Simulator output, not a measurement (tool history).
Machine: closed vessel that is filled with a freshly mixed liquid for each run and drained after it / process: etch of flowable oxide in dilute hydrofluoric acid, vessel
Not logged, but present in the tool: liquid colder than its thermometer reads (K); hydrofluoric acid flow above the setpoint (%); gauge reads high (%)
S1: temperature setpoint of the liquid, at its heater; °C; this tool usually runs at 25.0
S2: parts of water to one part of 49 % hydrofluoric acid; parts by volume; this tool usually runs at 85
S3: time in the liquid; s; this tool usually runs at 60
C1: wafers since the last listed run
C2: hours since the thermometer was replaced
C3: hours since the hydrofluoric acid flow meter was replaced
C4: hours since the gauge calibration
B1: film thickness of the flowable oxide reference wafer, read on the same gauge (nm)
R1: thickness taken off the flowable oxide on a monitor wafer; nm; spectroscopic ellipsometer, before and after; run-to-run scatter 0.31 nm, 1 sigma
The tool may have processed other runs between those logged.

run    hour    S1   S2  S3     C1      C2     C3      C4     B1     R1
  1     0.0  25.0   85  60      0  1568.2  663.6   569.7  70.63  31.51
        2.2  -- hydrofluoric acid flow meter replaced
  2   236.0  25.0   85  60  18478  1804.2  233.8   805.7  71.11  31.73
  3   314.6  25.0   85  60   6180  1882.8  312.4   884.3  71.32  32.15
  4   412.4  22.0   85  60   7690  1980.6  410.2   982.1  71.51  28.48
  5   505.0  22.0   85  60   7281  2073.2  502.8  1074.7  71.69  28.35
  6   603.1  22.0   85  60   7713  2171.3  600.9  1172.8  71.84  28.31
      613.0  -- hydrofluoric acid flow meter replaced
  7   705.3  25.0   85  60   7957  2273.5   92.3  1275.0  72.06  32.61
      808.8  -- gauge calibrated
  8   808.8  29.0   85  60   8138  2377.0  195.8     0.0  69.95  36.84
  9   898.0  29.0   85  60   7013  2466.2  285.0    89.2  70.14  37.01
 10  1075.8  29.0   85  60  13980  2644.0  462.8   267.0  70.59  36.94
 11  1152.2  25.0   85  60   6007  2720.4  539.2   343.4  70.69  31.37
 12  1194.7  25.0   85  60   3341  2762.9  581.7   385.9  70.83  31.38
     1243.4  -- thermometer replaced
     1249.1  -- hydrofluoric acid flow meter replaced
 13  1288.3  25.0   85  60   7202    44.9   39.2   479.5  70.94  31.28
 14  1392.9  27.5   85  30   8224   149.5  143.8   584.1  71.17  17.45
 15  1446.3  25.0   85  60   4198   202.9  197.2   637.5  71.27  31.84
 16  1486.1  25.0   85  60   3129   242.7  237.0   677.3  71.36  31.67
 17  1536.1  25.0  100  60   3931   292.7  287.0   727.3  71.47  26.91
 18  1583.3  21.0   60  30   3711   339.9  334.2   774.5  71.52  19.75
 19  1762.5  20.5   85  80  14090   519.1  513.4   953.7  71.93  34.97

What does the tool deliver on the next run?
 20  1805.4  25.0  85  85  3373  562.0  556.3  996.6   ?   ?

B1: 71.96
R1: 44.80 nm
With no hidden state in the tool, this same run would have given R1 43.56 nm.

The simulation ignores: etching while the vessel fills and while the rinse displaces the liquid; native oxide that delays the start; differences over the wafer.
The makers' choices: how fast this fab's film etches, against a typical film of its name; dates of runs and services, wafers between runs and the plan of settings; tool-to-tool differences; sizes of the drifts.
